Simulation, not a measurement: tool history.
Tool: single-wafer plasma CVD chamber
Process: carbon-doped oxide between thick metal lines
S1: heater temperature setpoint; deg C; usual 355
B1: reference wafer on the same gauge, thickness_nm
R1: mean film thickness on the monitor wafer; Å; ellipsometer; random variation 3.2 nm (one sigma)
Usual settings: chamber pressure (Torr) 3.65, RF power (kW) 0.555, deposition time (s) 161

Run 1, hour 0.0: usual settings; B1 805.061. Result: R1 7237.33 Å.
Run 2, hour 48.5: usual settings; B1 805.197. Result: R1 7253.55 Å.
Run 3, hour 106.3: usual settings but chamber pressure (Torr) 3.44, RF power (kW) 0.580; B1 805.582. Result: R1 7388.30 Å.
Run 4, hour 158.9: usual settings but chamber pressure (Torr) 3.44, RF power (kW) 0.580; B1 805.284. Result: R1 7403.41 Å.
Run 5, hour 218.9: usual settings but chamber pressure (Torr) 3.44, RF power (kW) 0.580; B1 805.547. Result: R1 7340.99 Å.
Run 6, hour 255.4: usual settings but deposition time (s) 142; B1 805.737. Result: R1 6319.78 Å.
At hour 279.6: thermocouple changed; heater temperature recalibrated.
At hour 305.8: showerhead replaced.
Run 7, hour 332.6: usual settings but deposition time (s) 142; B1 805.322. Result: R1 6351.77 Å.
At hour 357.4: capacitance manometer re-zeroed and calibrated.
Run 8, hour 364.2: usual settings; B1 804.665. Result: R1 7164.07 Å.
Run 9, hour 421.3: usual settings but S1 369 deg C, deposition time (s) 193; B1 805.254. Result: R1 8347.33 Å.
Run 10, hour 454.6: usual settings but S1 363 deg C, chamber pressure (Torr) 4.17, RF power (kW) 0.645, deposition time (s) 176; B1 804.948. Result: R1 8813.27 Å.
At hour 530.2: RF generator calibrated.
Run 11, hour 530.7: usual settings; B1 805.138. Result: R1 7722.40 Å.
Run 12, hour 588.2: usual settings but deposition time (s) 150; B1 804.430. Result: R1 7067.21 Å.
Run 13, hour 634.3: usual settings but S1 343 deg C; B1 804.932. Result: R1 7834.79 Å.
At hour 634.8: gauge calibrated.
Run 14, hour 706.2: usual settings; B1 805.077. Result: R1 7500.52 Å.
Run 15, hour 755.5: usual settings but RF power (kW) 0.490; B1 804.930. Result: R1 6693.54 Å.
Run 16, hour 811.6: usual settings but S1 348 deg C; B1 805.185. Result: R1 7594.00 Å.

3 ways to go on from here, each from the tool as it stands after run 16. What would each give?
Run A, hour 812.0: usual settings; B1 ?. Result: R1 ?.
Run B, hour 812.0: usual settings but S1 351 deg C, chamber pressure (Torr) 4.48, RF power (kW) 0.650; B1 ?. Result: R1 ?.
Run C, hour 812.0: usual settings but chamber pressure (Torr) 4.14; B1 ?. Result: R1 ?.

run       B1       R1
  A  804.618  7411.50
  B  804.618  8802.30
  C  804.618  7587.60
Without the tool's hidden state the same runs would have given:
run       R1
  A  7640.14
  B  9059.89
  C  7821.67
